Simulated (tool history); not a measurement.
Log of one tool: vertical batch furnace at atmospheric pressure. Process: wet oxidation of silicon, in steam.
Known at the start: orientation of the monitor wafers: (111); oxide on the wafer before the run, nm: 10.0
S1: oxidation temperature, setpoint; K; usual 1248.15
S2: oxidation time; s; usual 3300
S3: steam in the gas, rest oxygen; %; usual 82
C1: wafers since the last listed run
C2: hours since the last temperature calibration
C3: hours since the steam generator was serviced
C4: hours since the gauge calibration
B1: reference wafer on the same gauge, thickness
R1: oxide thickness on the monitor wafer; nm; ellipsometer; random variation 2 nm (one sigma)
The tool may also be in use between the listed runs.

| run | hour | S1 | S2 | S3 | C1 | C2 | C3 | C4 | B1 | R1 |
|---|---|---|---|---|---|---|---|---|---|---|
| 1 | 0.0 | 1259.15 | 3300 | 82 | 0 | 3392.3 | 2380.7 | 1132.1 | 399.17 | 353.67 |
|  | 11.9 | gauge calibrated |
| 2 | 45.9 | 1259.15 | 3300 | 82 | 473 | 3438.2 | 2426.6 | 34.0 | 397.54 | 352.40 |
| 3 | 123.4 | 1248.15 | 2730 | 82 | 799 | 3515.7 | 2504.1 | 111.5 | 398.11 | 288.11 |
| 4 | 174.0 | 1248.15 | 2730 | 82 | 522 | 3566.3 | 2554.7 | 162.1 | 398.72 | 290.20 |
| 5 | 242.2 | 1248.15 | 2730 | 82 | 703 | 3634.5 | 2622.9 | 230.3 | 396.95 | 288.77 |
| 6 | 279.9 | 1248.15 | 3300 | 82 | 389 | 3672.2 | 2660.6 | 268.0 | 398.55 | 329.85 |
| 7 | 368.1 | 1248.15 | 3300 | 82 | 910 | 3760.4 | 2748.8 | 356.2 | 397.80 | 330.37 |
| 8 | 451.3 | 1248.15 | 3300 | 82 | 858 | 3843.6 | 2832.0 | 439.4 | 399.01 | 326.80 |
| 9 | 511.6 | 1248.15 | 2640 | 82 | 622 | 3903.9 | 2892.3 | 499.7 | 397.59 | 278.52 |
| 10 | 605.8 | 1248.15 | 2640 | 82 | 972 | 3998.1 | 2986.5 | 593.9 | 398.63 | 280.47 |
|  | 647.2 | steam generator serviced |
|  | 656.6 | thermocouples replaced and temperature profile calibrated |
| 11 | 674.2 | 1248.15 | 2640 | 82 | 361 | 17.6 | 27.0 | 662.3 | 398.01 | 299.03 |
| 12 | 742.2 | 1248.15 | 2040 | 85 | 701 | 85.6 | 95.0 | 730.3 | 398.82 | 254.37 |
| 13 | 824.4 | 1248.15 | 2040 | 85 | 848 | 167.8 | 177.2 | 812.5 | 398.45 | 252.72 |
| 14 | 870.7 | 1248.15 | 4080 | 73 | 477 | 214.1 | 223.5 | 858.8 | 397.26 | 363.52 |
| 15 | 956.0 | 1248.15 | 3300 | 82 | 880 | 299.4 | 308.8 | 944.1 | 398.10 | 342.22 |
| 16 | 1007.7 | 1248.15 | 3300 | 82 | 533 | 351.1 | 360.5 | 995.8 | 397.17 | 343.67 |
| 17 | 1064.0 | 1266.15 | 3300 | 82 | 581 | 407.4 | 416.8 | 1052.1 | 398.09 | 384.22 |
| 18 | 1166.9 | 1231.15 | 3780 | 92 | 1062 | 510.3 | 519.7 | 1155.0 | 397.52 | 361.19 |
| 19 | 1240.9 | 1248.15 | 3300 | 89 | 763 | 584.3 | 593.7 | 1229.0 | 397.65 | 358.38 |
| 20 | 1317.0 | 1248.15 | 3300 | 82 | 785 | 660.4 | 669.8 | 1305.1 | 397.14 | 341.79 |
| 21 | 1360.7 | 1248.15 | 1860 | 74 | 451 | 704.1 | 713.5 | 1348.8 | 397.93 | 215.99 |
|  | 1494.2 | gauge calibrated |
| 22 | 1654.4 | 1248.15 | 3300 | 82 | 3031 | 997.8 | 1007.2 | 160.2 | 398.40 | 342.62 |
| 23 | 1755.4 | 1248.15 | 3300 | 82 | 1042 | 1098.8 | 1108.2 | 261.2 | 398.93 | 343.32 |
| 24 | 1827.4 | 1270.15 | 3300 | 82 | 743 | 1170.8 | 1180.2 | 333.2 | 398.01 | 395.80 |
| 25 | 1910.2 | 1235.15 | 2850 | 91 | 854 | 1253.6 | 1263.0 | 416.0 | 397.94 | 303.81 |
| 26 | 2015.0 | 1248.15 | 4080 | 73 | 1081 | 1358.4 | 1367.8 | 520.8 | 398.93 | 359.55 |
| 27 | 2117.0 | 1269.15 | 3300 | 78 | 1052 | 1460.4 | 1469.8 | 622.8 | 397.44 | 377.28 |

Hidden state or all else? Some run-to-run changes of R1, split into what the settings, what came in and random variation would give without the hidden state, and what is left for the hidden state (with any gauge scatter that isn't in both results):
The hidden state here: true tube temperature minus thermocouple reading, K; steam share off its setpoint, % of the setpoint; gauge reads high (%).
Run 5 -> 6: S2 2730 -> 3300. R1 +41.08 nm: hidden state -1.95, all else +43.03.
Run 10 -> 11: steam generator serviced, thermocouples replaced and temperature profile calibrated. R1 +18.56 nm: hidden state +15.52, all else +3.04.
Run 20 -> 21: S2 3300 -> 1860, S3 82 -> 74. R1 -125.80 nm: hidden state +0.33, all else -126.13.
Run 21 -> 22: S2 1860 -> 3300, S3 74 -> 82, gauge calibrated. R1 +126.63 nm: hidden state -1.26, all else +127.89.
